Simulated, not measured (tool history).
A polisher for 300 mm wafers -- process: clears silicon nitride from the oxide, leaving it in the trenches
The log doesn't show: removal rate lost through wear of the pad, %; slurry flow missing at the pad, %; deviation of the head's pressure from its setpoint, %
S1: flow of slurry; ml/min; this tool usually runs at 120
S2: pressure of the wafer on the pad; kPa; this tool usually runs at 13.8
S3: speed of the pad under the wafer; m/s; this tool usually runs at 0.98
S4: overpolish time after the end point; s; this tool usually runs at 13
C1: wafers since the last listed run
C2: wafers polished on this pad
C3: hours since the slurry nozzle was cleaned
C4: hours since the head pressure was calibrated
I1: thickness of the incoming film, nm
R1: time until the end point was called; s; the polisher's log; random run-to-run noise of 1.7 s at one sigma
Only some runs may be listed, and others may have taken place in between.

Run 1, hour 0: usual settings but S1 90 ml/min, S3 1.12 m/s; C1 0; C2 2165; C3 0.4; C4 699.2; I1 59.8. Result: R1 92.1 s.
At hour 10.3: worn pad replaced by a new one.
Run 2, hour 48.3: usual settings but S1 90 ml/min, S3 1.12 m/s; C1 397; C2 340; C3 48.7; C4 747.5; I1 59.9. Result: R1 80.2 s.
Run 3, hour 104.9: usual settings but S2 11.7 kPa; C1 507; C2 848; C3 105.3; C4 804.1; I1 59.8. Result: R1 104.6 s.
Run 4, hour 166.8: usual settings but S3 1.18 m/s; C1 554; C2 1402; C3 167.2; C4 866; I1 60.4. Result: R1 77.5 s.
Run 5, hour 202.7: usual settings but S1 90 ml/min; C1 321; C2 1724; C3 203.1; C4 901.9; I1 60.4. Result: R1 101.4 s.
At hour 213.1: worn pad replaced by a new one.
Run 6, hour 229.3: usual settings; C1 202; C2 145; C3 229.7; C4 928.5; I1 59. Result: R1 86.2 s.
Run 7, hour 275.3: usual settings; C1 412; C2 557; C3 275.7; C4 974.5; I1 60.3. Result: R1 90 s.
Run 8, hour 321: usual settings; C1 409; C2 967; C3 321.4; C4 1020.2; I1 60.5. Result: R1 89.3 s.
Run 9, hour 349.7: usual settings; C1 257; C2 1224; C3 350.1; C4 1048.9; I1 59.9. Result: R1 90.1 s.
At hour 395.1: slurry nozzle cleaned.
Run 10, hour 409.6: usual settings; C1 527; C2 1752; C3 14.5; C4 1108.8; I1 58.9. Result: R1 97.8 s.
At hour 462.2: worn pad replaced by a new one.
Run 11, hour 462.7: usual settings; C1 440; C2 4; C3 67.6; C4 1161.9; I1 59.7. Result: R1 89.8 s.
At hour 467.1: head pressure recalibrated.
Run 12, hour 518.8: usual settings but S3 1.32 m/s, S4 5 s; C1 484; C2 489; C3 123.7; C4 51.7; I1 59.6. Result: R1 65.8 s.
Run 13, hour 576.6: usual settings; C1 518; C2 1007; C3 181.5; C4 109.5; I1 59.4. Result: R1 90 s.

What will run 14 give?
At hour 713.9: worn pad replaced by a new one.
Run 14, hour 784.5: usual settings but S2 10.3 kPa; C1 1827; C2 632; C3 389.4; C4 317.4; I1 59.4. Result: R1 ?.

R1: 113.2 s
Take away the tool's hidden state, keep the run-to-run variation as it was, and the same run would have given R1 110.7 s.

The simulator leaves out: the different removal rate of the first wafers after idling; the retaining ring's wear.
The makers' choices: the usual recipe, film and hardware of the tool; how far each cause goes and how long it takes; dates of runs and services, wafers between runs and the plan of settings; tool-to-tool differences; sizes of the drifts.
